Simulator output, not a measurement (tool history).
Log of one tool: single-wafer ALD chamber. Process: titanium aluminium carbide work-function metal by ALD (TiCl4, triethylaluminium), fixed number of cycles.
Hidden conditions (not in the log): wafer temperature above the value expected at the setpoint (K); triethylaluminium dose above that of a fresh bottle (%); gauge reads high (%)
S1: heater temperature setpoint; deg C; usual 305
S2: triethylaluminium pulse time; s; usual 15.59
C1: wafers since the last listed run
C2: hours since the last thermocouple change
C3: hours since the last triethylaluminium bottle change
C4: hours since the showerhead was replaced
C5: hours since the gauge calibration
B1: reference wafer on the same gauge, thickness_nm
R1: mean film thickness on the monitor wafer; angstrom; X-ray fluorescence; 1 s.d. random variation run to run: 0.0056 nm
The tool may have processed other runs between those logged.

run 1 day=0.000 | S1=305 S2=15.59 | C1=0 C2=770.6 C3=1090.8 C4=6261.7 C5=167.9 | B1=2.371 | R1=22.99
run 2 day=1.975 | S1=305 S2=15.59 | C1=520 C2=818.0 C3=1138.2 C4=6309.1 C5=215.3 | B1=2.370 | R1=23.09
run 3 day=3.908 | S1=305 S2=15.59 | C1=509 C2=864.4 C3=1184.6 C4=6355.5 C5=261.7 | B1=2.369 | R1=22.99
run 4 day=6.475 | S1=305 S2=15.59 | C1=676 C2=926.0 C3=1246.2 C4=6417.1 C5=323.3 | B1=2.371 | R1=23.10
run 5 day=9.283 | S1=305 S2=15.59 | C1=740 C2=993.4 C3=1313.6 C4=6484.5 C5=390.7 | B1=2.369 | R1=23.05
run 6 day=11.292 | S1=305 S2=15.59 | C1=529 C2=1041.6 C3=1361.8 C4=6532.7 C5=438.9 | B1=2.372 | R1=23.18
run 7 day=13.512 | S1=305 S2=15.59 | C1=585 C2=1094.9 C3=1415.1 C4=6586.0 C5=492.2 | B1=2.370 | R1=23.11
-- day=14.746 showerhead replaced
run 8 day=14.767 | S1=309 S2=17.80 | C1=242 C2=1125.0 C3=1445.2 C4=0.5 C5=522.3 | B1=2.368 | R1=23.52
run 9 day=15.646 | S1=305 S2=13.36 | C1=231 C2=1146.1 C3=1466.3 C4=21.6 C5=543.4 | B1=2.367 | R1=22.90
-- day=16.762 thermocouple changed; heater temperature recalibrated
run 10 day=18.262 | S1=313 S2=15.59 | C1=601 C2=36.0 C3=1529.1 C4=84.4 C5=606.2 | B1=2.370 | R1=23.45
-- day=19.208 triethylaluminium bottle replaced
run 11 day=19.704 | S1=317 S2=12.94 | C1=292 C2=70.6 C3=11.9 C4=119.0 C5=640.8 | B1=2.372 | R1=23.87
-- day=20.054 gauge calibrated
run 12 day=20.983 | S1=305 S2=15.59 | C1=337 C2=101.3 C3=42.6 C4=149.7 C5=22.3 | B1=2.373 | R1=22.65
run 13 day=22.950 | S1=311 S2=17.84 | C1=518 C2=148.5 C3=89.8 C4=196.9 C5=69.5 | B1=2.371 | R1=23.50
run 14 day=25.504 | S1=298 S2=21.80 | C1=673 C2=209.8 C3=151.1 C4=258.2 C5=130.8 | B1=2.370 | R1=22.05
run 15 day=27.312 | S1=320 S2=15.59 | C1=476 C2=253.2 C3=194.5 C4=301.6 C5=174.2 | B1=2.370 | R1=24.62

What if the next run were any one of these 3? Each begins from the tool's condition after run 15:
run A day=27.329 | S1=305 S2=15.59 | C1=4 C2=253.6 C3=194.9 C4=302.0 C5=174.6 | B1=? | R1=?
run B day=27.329 | S1=317 S2=17.88 | C1=4 C2=253.6 C3=194.9 C4=302.0 C5=174.6 | B1=? | R1=?
run C day=27.329 | S1=299 S2=10.55 | C1=4 C2=253.6 C3=194.9 C4=302.0 C5=174.6 | B1=? | R1=?

run=A B1=2.372 R1=22.91
run=B B1=2.372 R1=24.28
run=C B1=2.372 R1=22.04
Take away the tool's hidden state, keep each run's random variation, and the runs would have read:
run=A R1=22.55
run=B R1=23.92
run=C R1=21.70
